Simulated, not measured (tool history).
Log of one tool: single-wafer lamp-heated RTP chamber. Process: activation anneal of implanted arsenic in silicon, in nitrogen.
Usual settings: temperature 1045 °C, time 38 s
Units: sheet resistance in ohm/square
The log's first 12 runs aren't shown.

run,hour,temperature,time,"read-back reference wafer on the same gauge, sheet resistance",sheet resistance
13,534.1,1060,38,113.07,89.86
# hour 600.4: pyrometer window cleaned and pyrometer calibrated
# hour 651.4: reflector plate cleaned
14,691.1,1060,38,112.53,90.44
15,751.3,1067,25,112.36,92.20
16,809.1,1067,25,111.85,92.78
17,857.3,1023,19,111.76,124.44
18,928.7,1023,19,111.72,125.62
19,968.9,1026,21,111.59,119.26
# hour 1018.9: pyrometer window cleaned and pyrometer calibrated
# hour 1020.4: gauge calibrated
# hour 1020.6: reflector plate cleaned
20,1028.5,1027,38,118.71,107.73
21,1152.6,1027,38,118.12,108.05
22,1216.5,1021,56,117.89,102.33
23,1260.0,1020,38,117.53,112.54
24,1323.0,1019,38,117.45,112.92

Forecast run 25:
# hour 1374.9: pyrometer window cleaned and pyrometer calibrated
# hour 1377.3: reflector plate cleaned
25,1394.1,1045,56,?,?

{"run 25": {"read-back reference wafer on the same gauge, sheet resistance": 117.3, "sheet resistance": 91.86}}
Without the tool's hidden state the same run would have given sheet resistance 93.09 ohm/square.
